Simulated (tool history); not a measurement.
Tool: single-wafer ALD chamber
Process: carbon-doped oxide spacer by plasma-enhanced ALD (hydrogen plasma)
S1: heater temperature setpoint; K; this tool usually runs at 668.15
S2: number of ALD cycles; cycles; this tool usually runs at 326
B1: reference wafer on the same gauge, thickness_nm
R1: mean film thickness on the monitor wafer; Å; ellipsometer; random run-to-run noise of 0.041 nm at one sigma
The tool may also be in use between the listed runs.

Run 1, day 0: usual settings but S1 671.15 K, S2 345 cycles; B1 17.616. Result: R1 173.81 Å.
Run 2, day 4.133: usual settings but S1 671.15 K, S2 345 cycles; B1 17.633. Result: R1 173.48 Å.
Run 3, day 8.046: usual settings but S1 671.15 K, S2 345 cycles; B1 17.645. Result: R1 174.58 Å.
Run 4, day 11.425: usual settings but S1 671.15 K; B1 17.666. Result: R1 164.61 Å.
Run 5, day 16.804: usual settings but S1 671.15 K; B1 17.687. Result: R1 164.79 Å.
Run 6, day 20.896: usual settings; B1 17.687. Result: R1 165.87 Å.
Run 7, day 23.154: usual settings; B1 17.714. Result: R1 165.67 Å.
Run 8, day 26.475: usual settings; B1 17.719. Result: R1 165.28 Å.
Run 9, day 28.471: usual settings; B1 17.746. Result: R1 165.45 Å.
At day 30.738: gauge calibrated.
Run 10, day 32.379: usual settings; B1 17.543. Result: R1 163.6 Å.
Run 11, day 35.617: usual settings but S1 663.15 K; B1 17.551. Result: R1 163.96 Å.
Run 12, day 38.404: usual settings but S1 663.15 K; B1 17.579. Result: R1 163.71 Å.
Run 13, day 41.433: usual settings but S1 660.15 K; B1 17.58. Result: R1 163.51 Å.
Run 14, day 45.067: usual settings but S1 657.15 K; B1 17.597. Result: R1 164.73 Å.
At day 46.512: thermocouple changed; heater temperature recalibrated.
Run 15, day 46.788: usual settings; B1 17.607. Result: R1 164.72 Å.
Run 16, day 56.375: usual settings but S1 657.15 K, S2 268 cycles; B1 17.655. Result: R1 135.09 Å.
Run 17, day 58.646: usual settings but S1 678.15 K, S2 295 cycles; B1 17.657. Result: R1 148.19 Å.
Run 18, day 61.475: usual settings; B1 17.665. Result: R1 165.17 Å.
Run 19, day 65.383: usual settings but S1 675.15 K; B1 17.673. Result: R1 164.4 Å.
Run 20, day 67.667: usual settings but S1 662.15 K, S2 385 cycles; B1 17.677. Result: R1 195.69 Å.
Run 21, day 71.496: usual settings but S1 655.15 K, S2 384 cycles; B1 17.718. Result: R1 194.36 Å.
Run 22, day 74.958: usual settings; B1 17.731. Result: R1 165.74 Å.
Run 23, day 78.517: usual settings; B1 17.767. Result: R1 165.83 Å.
Run 24, day 82.75: usual settings but S1 657.15 K, S2 276 cycles; B1 17.781. Result: R1 140.88 Å.
Run 25, day 84.642: usual settings but S2 291 cycles; B1 17.785. Result: R1 149.06 Å.
At day 85.992: gauge calibrated.
Run 26, day 87.246: usual settings but S1 655.15 K, S2 348 cycles; B1 17.551. Result: R1 174.66 Å.

Each row is a separate what-if for the run after 26, all from the same tool condition, not one after another. Results?
Run A, day 87.283: usual settings; B1 ?. Result: R1 ?.
Run B, day 87.283: usual settings but S1 680.15 K, S2 362 cycles; B1 ?. Result: R1 ?.
Run C, day 87.283: usual settings but S1 675.15 K, S2 375 cycles; B1 ?. Result: R1 ?.

run      B1      R1
  A  17.565   164.5
  B  17.565  179.57
  C  17.565  188.54
With the hidden condition removed and each run's random variation left untouched, the same runs would have given:
run      R1
  A  164.02
  B  179.04
  C  187.98
